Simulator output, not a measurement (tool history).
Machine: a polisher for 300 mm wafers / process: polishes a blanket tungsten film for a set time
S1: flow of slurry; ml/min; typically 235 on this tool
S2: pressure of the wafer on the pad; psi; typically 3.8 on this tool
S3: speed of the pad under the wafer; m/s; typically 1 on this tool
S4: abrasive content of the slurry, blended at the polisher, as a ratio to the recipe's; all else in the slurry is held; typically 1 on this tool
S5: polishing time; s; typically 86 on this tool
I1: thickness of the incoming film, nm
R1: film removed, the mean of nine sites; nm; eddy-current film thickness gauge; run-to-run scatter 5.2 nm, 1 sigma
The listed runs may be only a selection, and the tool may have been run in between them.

run	hour	S1	S2	S3	S4	S5	I1	R1
1	0	235	3.8	1	1	86	1580.9	392.5
2	16.2	235	3.8	1	1	86	1559.5	394.5
3	32.6	235	3.8	1	1	86	1574.9	394.7
4	42.2	235	3	1	0.85	86	1591.7	315.1
5	51.5	275	3.8	1	0.75	96	1560.7	412.4
6	65.1	280	3.8	0.9	1	86	1577.2	351.7
# hour 72.9: worn pad replaced by a new one
7	73.9	235	3.8	1	1	86	1582.8	389.9
8	89.7	235	3.8	1	1	59	1573	268.1
9	106.9	235	3.8	1	1	86	1604.5	387.8
10	124.8	235	4.9	1	1	103	1581.2	597.9
11	131.4	270	3.8	1	1.2	78	1588.5	385.3
12	138.9	235	3.8	1	1	86	1565.5	392.6
# hour 143.9: slurry tank refilled with fresh slurry and peroxide
13	151	280	3.8	1	1	86	1572.4	391.1
# hour 160.7: slurry blender recalibrated
# hour 163.2: slurry nozzle cleaned
14	163.7	235	4.2	1	1	86	1578.5	426.5
# hour 177.5: worn pad replaced by a new one
15	178	305	2.9	1	0.85	86	1607.4	314.4
# hour 185.9: head pressure recalibrated
16	186.4	300	3.8	0.78	1	95	1584.2	350.2
17	196.8	235	3.8	1.28	1	107	1592.1	623.8
18	212.8	235	3.8	1	1	86	1576.5	393.9
19	220.9	235	3.8	0.66	1	74	1602.6	215.6
20	232.8	200	4.8	1	1	66	1567	355
21	245.7	235	3.8	1	1	103	1590.8	471.1
22	254.8	235	3.8	1.16	1	86	1601.1	450.3
23	266.8	235	3	1	1	86	1579.3	325.6
24	284	195	3.8	1	1.3	86	1604	404.2
# hour 287: slurry tank refilled with fresh slurry and peroxide
# hour 296.1: worn pad replaced by a new one
25	301.6	235	3.8	1	1	86	1574.1	390.9
26	310.7	295	3.8	1	1	106	1582.4	496.7

What if the next run were any one of these 5? Each begins from the tool's condition after run 26:
A	311.1	235	3.8	1	1	86	1588.8	?
B	311.1	235	3.8	0.8	1	67	1588.8	?
C	311.1	235	4.3	1	1	86	1588.8	?
D	311.1	315	4.7	1	0.8	86	1588.8	?
E	311.1	235	3.8	0.9	1	62	1588.8	?

run	R1
A	394.5
B	245.9
C	440.2
D	469.3
E	256
With the hidden condition removed and each run's random variation left untouched, the same runs would have given:
run	R1
A	394.5
B	245.9
C	440.2
D	469.3
E	256

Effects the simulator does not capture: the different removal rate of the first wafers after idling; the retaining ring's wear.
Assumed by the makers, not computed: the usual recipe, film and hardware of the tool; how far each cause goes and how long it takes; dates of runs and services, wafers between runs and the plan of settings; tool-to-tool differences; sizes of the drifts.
